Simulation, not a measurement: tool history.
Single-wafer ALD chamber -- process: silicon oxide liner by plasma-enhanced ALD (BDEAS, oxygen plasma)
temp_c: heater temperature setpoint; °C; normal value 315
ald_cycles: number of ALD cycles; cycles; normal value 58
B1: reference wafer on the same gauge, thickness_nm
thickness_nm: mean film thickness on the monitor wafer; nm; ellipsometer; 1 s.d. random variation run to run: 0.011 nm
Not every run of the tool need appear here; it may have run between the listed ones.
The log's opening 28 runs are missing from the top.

Run 29, hour 1464.2: usual settings but temp_c 303 °C, ald_cycles 63 cycles; B1 4.524. Result: thickness_nm 4.915 nm.
Run 30, hour 1532.0: usual settings but temp_c 301 °C, ald_cycles 52 cycles; B1 4.523. Result: thickness_nm 4.081 nm.
Run 31, hour 1564.2: usual settings but temp_c 330 °C, ald_cycles 65 cycles; B1 4.525. Result: thickness_nm 4.905 nm.
Run 32, hour 1610.5: usual settings but temp_c 327 °C, ald_cycles 49 cycles; B1 4.515. Result: thickness_nm 3.718 nm.
Run 33, hour 1646.3: usual settings but temp_c 308 °C, ald_cycles 55 cycles; B1 4.523. Result: thickness_nm 4.243 nm.
Run 34, hour 1671.0: usual settings; B1 4.522. Result: thickness_nm 4.445 nm.
Run 35, hour 1705.5: usual settings but temp_c 304 °C; B1 4.518. Result: thickness_nm 4.520 nm.
Run 36, hour 1748.5: usual settings but temp_c 321 °C, ald_cycles 49 cycles; B1 4.514. Result: thickness_nm 3.739 nm.
Run 37, hour 1814.2: usual settings but temp_c 328 °C; B1 4.511. Result: thickness_nm 4.371 nm.
At hour 1864.9: thermocouple changed; heater temperature recalibrated.
Run 38, hour 1875.0: usual settings but ald_cycles 55 cycles; B1 4.512. Result: thickness_nm 4.214 nm.
Run 39, hour 1919.7: usual settings but temp_c 308 °C, ald_cycles 68 cycles; B1 4.512. Result: thickness_nm 5.251 nm.
Run 40, hour 1977.9: usual settings; B1 4.507. Result: thickness_nm 4.433 nm.
Run 41, hour 2042.1: usual settings; B1 4.508. Result: thickness_nm 4.434 nm.
Run 42, hour 2105.4: usual settings but ald_cycles 50 cycles; B1 4.503. Result: thickness_nm 3.807 nm.
Run 43, hour 2131.0: usual settings but temp_c 323 °C, ald_cycles 48 cycles; B1 4.502. Result: thickness_nm 3.645 nm.
Run 44, hour 2189.0: usual settings but temp_c 306 °C, ald_cycles 66 cycles; B1 4.506. Result: thickness_nm 5.109 nm.
Run 45, hour 2251.9: usual settings but temp_c 308 °C, ald_cycles 47 cycles; B1 4.499. Result: thickness_nm 3.635 nm.
Run 46, hour 2305.5: usual settings but temp_c 308 °C, ald_cycles 47 cycles; B1 4.493. Result: thickness_nm 3.605 nm.
Run 47, hour 2336.6: usual settings but ald_cycles 63 cycles; B1 4.499. Result: thickness_nm 4.825 nm.

What if the next run were any one of these 3? Each begins from the tool's condition after run 47:
Run A, hour 2337.1: usual settings but ald_cycles 54 cycles; B1 ?. Result: thickness_nm ?.
Run B, hour 2337.1: usual settings but temp_c 304 °C, ald_cycles 54 cycles; B1 ?. Result: thickness_nm ?.
Run C, hour 2337.1: usual settings but ald_cycles 52 cycles; B1 ?. Result: thickness_nm ?.

run     B1  thickness_nm
  A  4.502         4.111
  B  4.502         4.168
  C  4.502         3.959
The same runs, with their run-to-run variation unchanged, on a tool lacking any hidden condition would have given:
run  thickness_nm
  A         4.139
  B         4.197
  C         3.986
